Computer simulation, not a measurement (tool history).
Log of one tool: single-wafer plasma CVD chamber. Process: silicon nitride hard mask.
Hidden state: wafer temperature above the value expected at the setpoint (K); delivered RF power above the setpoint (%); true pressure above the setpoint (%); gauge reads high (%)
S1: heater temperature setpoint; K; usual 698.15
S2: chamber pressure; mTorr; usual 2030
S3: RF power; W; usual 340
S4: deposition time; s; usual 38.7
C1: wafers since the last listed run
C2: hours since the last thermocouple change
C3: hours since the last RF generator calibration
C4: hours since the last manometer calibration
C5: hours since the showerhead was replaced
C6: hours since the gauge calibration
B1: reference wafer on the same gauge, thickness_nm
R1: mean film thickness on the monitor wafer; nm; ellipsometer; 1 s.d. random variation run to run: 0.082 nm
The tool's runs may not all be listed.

run 1 hour=0 | S1=698.15 S2=2030 S3=340 S4=35.5 | C1=0 C2=2144.7 C3=1620.5 C4=1998.4 C5=5473.3 C6=259.6 | B1=56.944 | R1=49.075
run 2 hour=29.2 | S1=698.15 S2=2030 S3=340 S4=35.5 | C1=712 C2=2173.9 C3=1649.7 C4=2027.6 C5=5502.5 C6=288.8 | B1=56.92 | R1=49.001
run 3 hour=53.4 | S1=698.15 S2=2030 S3=340 S4=38.7 | C1=590 C2=2198.1 C3=1673.9 C4=2051.8 C5=5526.7 C6=313 | B1=56.884 | R1=53.451
run 4 hour=97.2 | S1=706.15 S2=2030 S3=340 S4=38.7 | C1=1068 C2=2241.9 C3=1717.7 C4=2095.6 C5=5570.5 C6=356.8 | B1=56.913 | R1=53.112
run 5 hour=111.8 | S1=706.15 S2=2030 S3=340 S4=38.7 | C1=356 C2=2256.5 C3=1732.3 C4=2110.2 C5=5585.1 C6=371.4 | B1=56.899 | R1=53.28
run 6 hour=131.3 | S1=706.15 S2=2030 S3=340 S4=38.7 | C1=475 C2=2276 C3=1751.8 C4=2129.7 C5=5604.6 C6=390.9 | B1=56.887 | R1=53.397
run 7 hour=205.6 | S1=698.15 S2=1690 S3=340 S4=44.5 | C1=1813 C2=2350.3 C3=1826.1 C4=2204 C5=5678.9 C6=465.2 | B1=56.87 | R1=56.743
run 8 hour=228 | S1=698.15 S2=1690 S3=340 S4=44.5 | C1=546 C2=2372.7 C3=1848.5 C4=2226.4 C5=5701.3 C6=487.6 | B1=56.88 | R1=56.923
run 9 hour=245.7 | S1=698.15 S2=2030 S3=340 S4=38.7 | C1=431 C2=2390.4 C3=1866.2 C4=2244.1 C5=5719 C6=505.3 | B1=56.864 | R1=53.469
run 10 hour=261.7 | S1=698.15 S2=2030 S3=340 S4=38.7 | C1=390 C2=2406.4 C3=1882.2 C4=2260.1 C5=5735 C6=521.3 | B1=56.937 | R1=53.487
-- hour=282.3 RF generator calibrated
run 11 hour=304.6 | S1=698.15 S2=2030 S3=340 S4=38.7 | C1=851 C2=2449.3 C3=22.3 C4=2303 C5=5777.9 C6=564.2 | B1=56.912 | R1=56.246
run 12 hour=316.8 | S1=698.15 S2=1870 S3=340 S4=38.7 | C1=297 C2=2461.5 C3=34.5 C4=2315.2 C5=5790.1 C6=576.4 | B1=56.911 | R1=54.376
run 13 hour=350.6 | S1=698.15 S2=2030 S3=340 S4=35.5 | C1=824 C2=2495.3 C3=68.3 C4=2349 C5=5823.9 C6=610.2 | B1=56.88 | R1=51.444
run 14 hour=371.8 | S1=704.15 S2=2510 S3=340 S4=38.7 | C1=517 C2=2516.5 C3=89.5 C4=2370.2 C5=5845.1 C6=631.4 | B1=56.92 | R1=59.757
-- hour=387.9 gauge calibrated
run 15 hour=393.5 | S1=683.15 S2=2390 S3=340 S4=38.7 | C1=529 C2=2538.2 C3=111.2 C4=2391.9 C5=5866.8 C6=5.6 | B1=56.882 | R1=59.536
run 16 hour=406.7 | S1=698.15 S2=2030 S3=340 S4=42.7 | C1=322 C2=2551.4 C3=124.4 C4=2405.1 C5=5880 C6=18.8 | B1=56.918 | R1=61.774
-- hour=427.5 showerhead replaced
-- hour=434.7 thermocouple changed; heater temperature recalibrated
run 17 hour=442.6 | S1=692.15 S2=1610 S3=340 S4=41.9 | C1=505 C2=7.9 C3=160.3 C4=2441 C5=15.1 C6=54.7 | B1=56.879 | R1=54.571

The next listed run, before its measurement:
run 18 hour=459.6 | S1=694.15 S2=1750 S3=340 S4=38.7 | C1=414 C2=24.9 C3=177.3 C4=2458 C5=32.1 C6=71.7 | B1=? | R1=?

B1: 56.901
R1: 52.473 nm
If the tool had no hidden condition, the same run with the same run-to-run variation would have returned R1 51.516 nm.
